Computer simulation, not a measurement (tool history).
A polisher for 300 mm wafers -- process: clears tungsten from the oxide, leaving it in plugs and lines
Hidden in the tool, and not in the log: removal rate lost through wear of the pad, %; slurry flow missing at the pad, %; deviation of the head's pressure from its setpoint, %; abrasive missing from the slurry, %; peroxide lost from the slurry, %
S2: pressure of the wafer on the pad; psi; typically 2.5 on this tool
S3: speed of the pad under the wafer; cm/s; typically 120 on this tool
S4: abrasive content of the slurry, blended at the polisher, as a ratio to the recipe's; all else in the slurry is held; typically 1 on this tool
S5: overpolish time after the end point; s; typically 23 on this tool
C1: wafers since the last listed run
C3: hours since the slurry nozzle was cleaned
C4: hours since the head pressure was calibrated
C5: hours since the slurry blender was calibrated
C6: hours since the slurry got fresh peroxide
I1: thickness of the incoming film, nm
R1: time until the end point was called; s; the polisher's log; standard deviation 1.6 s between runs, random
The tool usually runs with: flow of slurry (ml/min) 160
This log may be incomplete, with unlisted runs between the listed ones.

{"run": 1, "hour": 0.0, "flow of slurry (ml/min)": 160, "S2": 2.5, "S3": 120, "S4": 1, "S5": 23, "C1": 0, "wafers polished on this pad": 1281, "C3": 132.3, "C4": 1095.2, "C5": 438.6, "C6": 147.5, "I1": 619, "R1": 157.6}
{"hour": 47.3, "done": "slurry blender recalibrated"}
{"run": 2, "hour": 47.9, "flow of slurry (ml/min)": 160, "S2": 2.5, "S3": 120, "S4": 1, "S5": 23, "C1": 196, "wafers polished on this pad": 1478, "C3": 180.2, "C4": 1143.1, "C5": 0.6, "C6": 195.4, "I1": 609.8, "R1": 155.2}
{"run": 3, "hour": 100.8, "flow of slurry (ml/min)": 160, "S2": 2.5, "S3": 120, "S4": 1, "S5": 23, "C1": 226, "wafers polished on this pad": 1705, "C3": 233.1, "C4": 1196, "C5": 53.5, "C6": 248.3, "I1": 606.7, "R1": 156.8}
{"hour": 198.4, "done": "worn pad replaced by a new one"}
{"run": 4, "hour": 311.9, "flow of slurry (ml/min)": 160, "S2": 2.5, "S3": 120, "S4": 1, "S5": 23, "C1": 887, "wafers polished on this pad": 486, "C3": 444.2, "C4": 1407.1, "C5": 264.6, "C6": 459.4, "I1": 609.6, "R1": 156.2}
{"hour": 317.3, "done": "head pressure recalibrated"}
{"hour": 327.8, "done": "slurry tank refilled with fresh slurry and peroxide"}
{"run": 5, "hour": 336.0, "flow of slurry (ml/min)": 160, "S2": 1.7, "S3": 120, "S4": 0.9, "S5": 35, "C1": 90, "wafers polished on this pad": 576, "C3": 468.3, "C4": 18.7, "C5": 288.7, "C6": 8.2, "I1": 613.7, "R1": 235}
{"run": 6, "hour": 383.6, "flow of slurry (ml/min)": 160, "S2": 1.7, "S3": 144, "S4": 0.9, "S5": 31, "C1": 204, "wafers polished on this pad": 781, "C3": 515.9, "C4": 66.3, "C5": 336.3, "C6": 55.8, "I1": 623.3, "R1": 199.5}
{"run": 7, "hour": 415.0, "flow of slurry (ml/min)": 160, "S2": 2.7, "S3": 120, "S4": 1, "S5": 23, "C1": 134, "wafers polished on this pad": 915, "C3": 547.3, "C4": 97.7, "C5": 367.7, "C6": 87.2, "I1": 616.8, "R1": 145.6}
{"run": 8, "hour": 446.7, "flow of slurry (ml/min)": 160, "S2": 2.5, "S3": 120, "S4": 1, "S5": 23, "C1": 135, "wafers polished on this pad": 1051, "C3": 579, "C4": 129.4, "C5": 399.4, "C6": 118.9, "I1": 623.1, "R1": 159.7}
{"run": 9, "hour": 487.1, "flow of slurry (ml/min)": 160, "S2": 2.5, "S3": 120, "S4": 1, "S5": 23, "C1": 173, "wafers polished on this pad": 1224, "C3": 619.4, "C4": 169.8, "C5": 439.8, "C6": 159.3, "I1": 616.3, "R1": 156.6}
{"hour": 516.3, "done": "slurry nozzle cleaned"}
{"run": 10, "hour": 517.1, "flow of slurry (ml/min)": 210, "S2": 2.1, "S3": 120, "S4": 1, "S5": 23, "C1": 124, "wafers polished on this pad": 1349, "C3": 0.8, "C4": 199.8, "C5": 469.8, "C6": 189.3, "I1": 610.5, "R1": 178}
{"hour": 533.6, "done": "slurry blender recalibrated"}
{"run": 11, "hour": 594.5, "flow of slurry (ml/min)": 160, "S2": 2.3, "S3": 120, "S4": 1, "S5": 23, "C1": 323, "wafers polished on this pad": 1672, "C3": 78.2, "C4": 277.2, "C5": 60.9, "C6": 266.7, "I1": 605.2, "R1": 168.8}
{"run": 12, "hour": 655.5, "flow of slurry (ml/min)": 160, "S2": 2.5, "S3": 102, "S4": 1, "S5": 23, "C1": 261, "wafers polished on this pad": 1933, "C3": 139.2, "C4": 338.2, "C5": 121.9, "C6": 327.7, "I1": 621.3, "R1": 186.3}
{"run": 13, "hour": 692.6, "flow of slurry (ml/min)": 200, "S2": 3.4, "S3": 120, "S4": 1, "S5": 23, "C1": 159, "wafers polished on this pad": 2092, "C3": 176.3, "C4": 375.3, "C5": 159, "C6": 364.8, "I1": 619.2, "R1": 110.4}
{"hour": 707.3, "done": "worn pad replaced by a new one"}
{"run": 14, "hour": 760.2, "flow of slurry (ml/min)": 160, "S2": 2.5, "S3": 120, "S4": 1, "S5": 23, "C1": 272, "wafers polished on this pad": 226, "C3": 243.9, "C4": 442.9, "C5": 226.6, "C6": 432.4, "I1": 617.3, "R1": 153.7}
{"run": 15, "hour": 828.4, "flow of slurry (ml/min)": 185, "S2": 1.6, "S3": 102, "S4": 1, "S5": 23, "C1": 292, "wafers polished on this pad": 519, "C3": 312.1, "C4": 511.1, "C5": 294.8, "C6": 500.6, "I1": 615.9, "R1": 280.5}
{"hour": 851.9, "done": "slurry tank refilled with fresh slurry and peroxide"}
{"run": 16, "hour": 898.9, "flow of slurry (ml/min)": 160, "S2": 2.9, "S3": 120, "S4": 1, "S5": 23, "C1": 297, "wafers polished on this pad": 817, "C3": 382.6, "C4": 581.6, "C5": 365.3, "C6": 47, "I1": 608.5, "R1": 135.5}
{"hour": 926.1, "done": "slurry blender recalibrated"}
{"run": 17, "hour": 962.9, "flow of slurry (ml/min)": 160, "S2": 2.5, "S3": 120, "S4": 1, "S5": 23, "C1": 265, "wafers polished on this pad": 1082, "C3": 446.6, "C4": 645.6, "C5": 36.8, "C6": 111, "I1": 606.1, "R1": 154.1}
{"run": 18, "hour": 1030.3, "flow of slurry (ml/min)": 210, "S2": 2.5, "S3": 120, "S4": 1, "S5": 23, "C1": 288, "wafers polished on this pad": 1371, "C3": 514, "C4": 713, "C5": 104.2, "C6": 178.4, "I1": 610.6, "R1": 151.6}
{"run": 19, "hour": 1083.3, "flow of slurry (ml/min)": 160, "S2": 2.5, "S3": 120, "S4": 1, "S5": 23, "C1": 227, "wafers polished on this pad": 1599, "C3": 567, "C4": 766, "C5": 157.2, "C6": 231.4, "I1": 608.2, "R1": 157.5}
{"hour": 1117.5, "done": "worn pad replaced by a new one"}
{"run": 20, "hour": 1127.7, "flow of slurry (ml/min)": 195, "S2": 3.4, "S3": 120, "S4": 1.2, "S5": 23, "C1": 173, "wafers polished on this pad": 43, "C3": 611.4, "C4": 810.4, "C5": 201.6, "C6": 275.8, "I1": 613.5, "R1": 107.3}
{"run": 21, "hour": 1158.4, "flow of slurry (ml/min)": 160, "S2": 3.2, "S3": 120, "S4": 0.8, "S5": 23, "C1": 131, "wafers polished on this pad": 175, "C3": 642.1, "C4": 841.1, "C5": 232.3, "C6": 306.5, "I1": 617.5, "R1": 129.2}
{"run": 22, "hour": 1216.1, "flow of slurry (ml/min)": 185, "S2": 2.5, "S3": 84, "S4": 1, "S5": 23, "C1": 247, "wafers polished on this pad": 422, "C3": 699.8, "C4": 898.8, "C5": 290, "C6": 364.2, "I1": 606.7, "R1": 212.5}
{"run": 23, "hour": 1255.1, "flow of slurry (ml/min)": 160, "S2": 2.5, "S3": 120, "S4": 0.7, "S5": 23, "C1": 167, "wafers polished on this pad": 589, "C3": 738.8, "C4": 937.8, "C5": 329, "C6": 403.2, "I1": 624.2, "R1": 173.6}
{"hour": 1282.6, "done": "slurry nozzle cleaned"}
{"hour": 1291.3, "done": "slurry tank refilled with fresh slurry and peroxide"}
{"run": 24, "hour": 1318.1, "flow of slurry (ml/min)": 160, "S2": 2.5, "S3": 120, "S4": 1, "S5": 23, "C1": 261, "wafers polished on this pad": 851, "C3": 35.5, "C4": 1000.8, "C5": 392, "C6": 26.8, "I1": 611.3, "R1": 157.2}
{"hour": 1363.1, "done": "slurry blender recalibrated"}
{"run": 25, "hour": 1388.6, "flow of slurry (ml/min)": 160, "S2": 2.5, "S3": 154, "S4": 1, "S5": 23, "C1": 293, "wafers polished on this pad": 1144, "C3": 106, "C4": 1071.3, "C5": 25.5, "C6": 97.3, "I1": 615.5, "R1": 122}
{"run": 26, "hour": 1419.5, "flow of slurry (ml/min)": 160, "S2": 2.5, "S3": 120, "S4": 0.85, "S5": 13, "C1": 132, "wafers polished on this pad": 1277, "C3": 136.9, "C4": 1102.2, "C5": 56.4, "C6": 128.2, "I1": 611.3, "R1": 162.1}

How the hidden state differs across the entries between the runs, from the last listed run before each to the first after it:
From run 1 to run 2: slurry blender recalibrated (hour 47.3)
  both runs share identical hidden conditions
From run 3 to run 4: worn pad replaced by a new one (hour 198.4)
  both runs share identical hidden conditions
From run 4 to run 5: head pressure recalibrated (hour 317.3); slurry tank refilled with fresh slurry and peroxide (hour 327.8)
  both runs share identical hidden conditions
From run 9 to run 10: slurry nozzle cleaned (hour 516.3)
  both runs share identical hidden conditions
From run 10 to run 11: slurry blender recalibrated (hour 533.6)
  both runs share identical hidden conditions
From run 13 to run 14: worn pad replaced by a new one (hour 707.3)
  both runs share identical hidden conditions
From run 15 to run 16: slurry tank refilled with fresh slurry and peroxide (hour 851.9)
  both runs share identical hidden conditions
From run 16 to run 17: slurry blender recalibrated (hour 926.1)
  both runs share identical hidden conditions
From run 19 to run 20: worn pad replaced by a new one (hour 1117.5)
  both runs share identical hidden conditions
From run 23 to run 24: slurry nozzle cleaned (hour 1282.6); slurry tank refilled with fresh slurry and peroxide (hour 1291.3)
  both runs share identical hidden conditions
From run 24 to run 25: slurry blender recalibrated (hour 1363.1)
  both runs share identical hidden conditions
